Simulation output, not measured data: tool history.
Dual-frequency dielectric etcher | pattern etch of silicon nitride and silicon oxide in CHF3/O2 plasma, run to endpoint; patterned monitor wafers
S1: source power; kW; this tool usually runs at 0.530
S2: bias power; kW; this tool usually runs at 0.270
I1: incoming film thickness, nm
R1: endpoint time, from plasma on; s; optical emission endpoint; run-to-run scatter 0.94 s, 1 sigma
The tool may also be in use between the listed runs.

{"run": 1, "day": 0.0, "S1": 0.44, "S2": 0.219, "I1": 262.9, "R1": 185.4}
{"run": 2, "day": 2.071, "S1": 0.44, "S2": 0.219, "I1": 261.1, "R1": 184.6}
{"run": 3, "day": 2.538, "S1": 0.46, "S2": 0.247, "I1": 264.7, "R1": 179.2}
{"run": 4, "day": 4.433, "S1": 0.57, "S2": 0.27, "I1": 260.4, "R1": 159.9}
{"run": 5, "day": 4.908, "S1": 0.57, "S2": 0.27, "I1": 262.8, "R1": 160.8}
{"run": 6, "day": 5.371, "S1": 0.57, "S2": 0.27, "I1": 260.4, "R1": 161.6}
{"day": 7.275, "done": "source power generator calibrated"}
{"day": 7.808, "done": "upper electrode replaced"}
{"day": 8.05, "done": "wet clean of the chamber"}
{"day": 8.204, "done": "bias power generator calibrated"}
{"run": 7, "day": 8.225, "S1": 0.53, "S2": 0.27, "I1": 263.6, "R1": 156.4}
{"run": 8, "day": 8.238, "S1": 0.53, "S2": 0.27, "I1": 262.6, "R1": 155.1}
{"run": 9, "day": 8.625, "S1": 0.53, "S2": 0.27, "I1": 262.4, "R1": 156.0}
{"run": 10, "day": 9.308, "S1": 0.53, "S2": 0.27, "I1": 265.8, "R1": 159.6}
{"run": 11, "day": 9.704, "S1": 0.53, "S2": 0.27, "I1": 260.8, "R1": 156.5}
{"run": 12, "day": 10.088, "S1": 0.53, "S2": 0.27, "I1": 263.1, "R1": 157.8}
{"run": 13, "day": 10.508, "S1": 0.53, "S2": 0.27, "I1": 259.1, "R1": 153.3}
{"run": 14, "day": 11.254, "S1": 0.53, "S2": 0.27, "I1": 262.9, "R1": 157.9}
{"run": 15, "day": 11.992, "S1": 0.53, "S2": 0.27, "I1": 260.6, "R1": 156.8}
{"run": 16, "day": 12.279, "S1": 0.57, "S2": 0.318, "I1": 260.4, "R1": 145.2}
{"run": 17, "day": 12.946, "S1": 0.58, "S2": 0.208, "I1": 261.2, "R1": 165.2}
{"run": 18, "day": 13.65, "S1": 0.46, "S2": 0.226, "I1": 261.4, "R1": 173.9}
{"run": 19, "day": 13.904, "S1": 0.53, "S2": 0.27, "I1": 262.2, "R1": 160.1}
{"run": 20, "day": 14.646, "S1": 0.59, "S2": 0.311, "I1": 263.0, "R1": 147.5}
{"run": 21, "day": 15.35, "S1": 0.5, "S2": 0.27, "I1": 265.3, "R1": 164.6}
{"run": 22, "day": 15.742, "S1": 0.57, "S2": 0.232, "I1": 259.3, "R1": 160.9}
{"run": 23, "day": 16.488, "S1": 0.66, "S2": 0.288, "I1": 266.5, "R1": 147.1}
{"run": 24, "day": 16.842, "S1": 0.62, "S2": 0.238, "I1": 264.7, "R1": 159.7}
{"run": 25, "day": 17.179, "S1": 0.53, "S2": 0.331, "I1": 261.7, "R1": 148.4}
{"run": 26, "day": 17.817, "S1": 0.53, "S2": 0.27, "I1": 259.4, "R1": 158.8}
{"run": 27, "day": 18.454, "S1": 0.45, "S2": 0.232, "I1": 262.4, "R1": 176.4}
{"run": 28, "day": 18.908, "S1": 0.64, "S2": 0.32, "I1": 263.4, "R1": 143.1}
{"run": 29, "day": 19.404, "S1": 0.6, "S2": 0.289, "I1": 262.4, "R1": 151.8}
{"run": 30, "day": 19.667, "S1": 0.42, "S2": 0.309, "I1": 262.3, "R1": 164.3}
{"run": 31, "day": 20.092, "S1": 0.53, "S2": 0.27, "I1": 262.3, "R1": 160.9}

Forecast each of these 3 alternatives for the next run:
{"run": "A", "day": 20.112, "S1": 0.65, "S2": 0.27, "I1": 264.2, "R1": "?"}
{"run": "B", "day": 20.112, "S1": 0.53, "S2": 0.249, "I1": 264.2, "R1": "?"}
{"run": "C", "day": 20.112, "S1": 0.4, "S2": 0.305, "I1": 264.2, "R1": "?"}

run=A R1=152.3
run=B R1=166.9
run=C R1=170.3
Without the tool's hidden state the same runs would have given:
run=A R1=147.7
run=B R1=161.9
run=C R1=165.2

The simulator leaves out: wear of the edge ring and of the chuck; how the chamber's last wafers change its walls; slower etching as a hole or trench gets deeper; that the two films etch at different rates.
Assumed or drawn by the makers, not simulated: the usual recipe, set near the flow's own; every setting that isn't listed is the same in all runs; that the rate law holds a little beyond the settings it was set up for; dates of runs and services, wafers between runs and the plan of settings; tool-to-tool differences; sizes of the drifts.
